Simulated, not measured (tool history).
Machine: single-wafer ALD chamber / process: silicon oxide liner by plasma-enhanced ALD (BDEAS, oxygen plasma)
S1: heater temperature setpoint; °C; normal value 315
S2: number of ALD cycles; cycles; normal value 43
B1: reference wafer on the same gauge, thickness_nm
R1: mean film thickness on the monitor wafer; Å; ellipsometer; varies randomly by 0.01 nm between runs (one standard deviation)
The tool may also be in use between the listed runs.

run 1 hour=0 | S1=315 S2=48 | B1=4.566 | R1=45.2
run 2 hour=134.9 | S1=315 S2=48 | B1=4.552 | R1=45.19
run 3 hour=195.8 | S1=315 S2=49 | B1=4.549 | R1=45.98
run 4 hour=248.1 | S1=315 S2=43 | B1=4.553 | R1=40.3
run 5 hour=313 | S1=315 S2=43 | B1=4.545 | R1=40.36
run 6 hour=495.8 | S1=315 S2=43 | B1=4.54 | R1=40.39
run 7 hour=557.5 | S1=315 S2=43 | B1=4.539 | R1=40.3
run 8 hour=728.1 | S1=318 S2=43 | B1=4.537 | R1=40.08
run 9 hour=805.2 | S1=318 S2=43 | B1=4.531 | R1=40.15
-- hour=869.2 thermocouple changed; heater temperature recalibrated
-- hour=879.5 gauge calibrated
run 10 hour=975.9 | S1=315 S2=43 | B1=4.638 | R1=41.36
run 11 hour=1025.2 | S1=315 S2=43 | B1=4.632 | R1=41.09
run 12 hour=1051.9 | S1=307 S2=43 | B1=4.625 | R1=41.57
run 13 hour=1114.8 | S1=315 S2=40 | B1=4.618 | R1=38.21
run 14 hour=1163.3 | S1=315 S2=39 | B1=4.615 | R1=37.05
run 15 hour=1229.5 | S1=315 S2=39 | B1=4.604 | R1=37.19
run 16 hour=1277.6 | S1=323 S2=43 | B1=4.598 | R1=40.49
run 17 hour=1304.9 | S1=308 S2=43 | B1=4.598 | R1=41.12
run 18 hour=1371.8 | S1=315 S2=43 | B1=4.591 | R1=40.78
run 19 hour=1418.2 | S1=315 S2=43 | B1=4.587 | R1=40.92
run 20 hour=1613.9 | S1=310 S2=43 | B1=4.576 | R1=40.9
run 21 hour=1646.8 | S1=310 S2=43 | B1=4.576 | R1=40.93
run 22 hour=1695.1 | S1=310 S2=43 | B1=4.573 | R1=40.8
run 23 hour=1756.7 | S1=328 S2=47 | B1=4.573 | R1=43.65
run 24 hour=1810.3 | S1=319 S2=46 | B1=4.567 | R1=43.25
run 25 hour=1851 | S1=319 S2=43 | B1=4.57 | R1=40.31
run 26 hour=1894.5 | S1=324 S2=43 | B1=4.567 | R1=39.99
run 27 hour=1931 | S1=309 S2=35 | B1=4.563 | R1=33.26
run 28 hour=1985.1 | S1=304 S2=36 | B1=4.565 | R1=34.57
run 29 hour=2032.5 | S1=325 S2=43 | B1=4.564 | R1=40.16
run 30 hour=2073.3 | S1=307 S2=47 | B1=4.565 | R1=44.76
run 31 hour=2120.4 | S1=300 S2=36 | B1=4.564 | R1=34.39
-- hour=2135.5 gauge calibrated
run 32 hour=2166.7 | S1=307 S2=47 | B1=4.62 | R1=45.48
run 33 hour=2211.3 | S1=320 S2=47 | B1=4.612 | R1=44.68
run 34 hour=2236.3 | S1=315 S2=43 | B1=4.609 | R1=41.05
run 35 hour=2266 | S1=309 S2=43 | B1=4.603 | R1=41.25
run 36 hour=2330.9 | S1=315 S2=43 | B1=4.591 | R1=40.85
-- hour=2340.8 thermocouple changed; heater temperature recalibrated
run 37 hour=2382.2 | S1=315 S2=43 | B1=4.588 | R1=40.73
run 38 hour=2415.2 | S1=315 S2=36 | B1=4.584 | R1=33.99
run 39 hour=2479.4 | S1=301 S2=50 | B1=4.574 | R1=48.18
run 40 hour=2504.3 | S1=301 S2=43 | B1=4.574 | R1=41.4
run 41 hour=2566.7 | S1=310 S2=36 | B1=4.564 | R1=34.18
run 42 hour=2592.6 | S1=322 S2=43 | B1=4.561 | R1=40.4
run 43 hour=2654.9 | S1=320 S2=49 | B1=4.562 | R1=45.86
run 44 hour=2706.5 | S1=330 S2=43 | B1=4.558 | R1=39.8
run 45 hour=2734.8 | S1=328 S2=47 | B1=4.555 | R1=43.41
run 46 hour=2787.2 | S1=315 S2=51 | B1=4.552 | R1=47.99

The tool's hidden state at each run:
wafer temperature above the value expected at the setpoint (K): 0, the same for each run
H1: gauge reads high (%)
run=1 H1=-1.71
run=2 H1=-1.87
run=3 H1=-1.93
run=4 H1=-1.98
run=5 H1=-2.03
run=6 H1=-2.13
run=7 H1=-2.16
run=8 H1=-2.22
run=9 H1=-2.24
run=10 H1=-0.00957
run=11 H1=-0.187
run=12 H1=-0.276
run=13 H1=-0.467
run=14 H1=-0.598
run=15 H1=-0.757
run=16 H1=-0.86
run=17 H1=-0.913
run=18 H1=-1.03
run=19 H1=-1.11
run=20 H1=-1.35
run=21 H1=-1.38
run=22 H1=-1.42
run=23 H1=-1.47
run=24 H1=-1.51
run=25 H1=-1.54
run=26 H1=-1.56
run=27 H1=-1.58
run=28 H1=-1.61
run=29 H1=-1.63
run=30 H1=-1.65
run=31 H1=-1.66
run=32 H1=-0.385
run=33 H1=-0.57
run=34 H1=-0.667
run=35 H1=-0.775
run=36 H1=-0.99
run=37 H1=-1.14
run=38 H1=-1.23
run=39 H1=-1.38
run=40 H1=-1.44
run=41 H1=-1.57
run=42 H1=-1.61
run=43 H1=-1.72
run=44 H1=-1.79
run=45 H1=-1.83
run=46 H1=-1.9
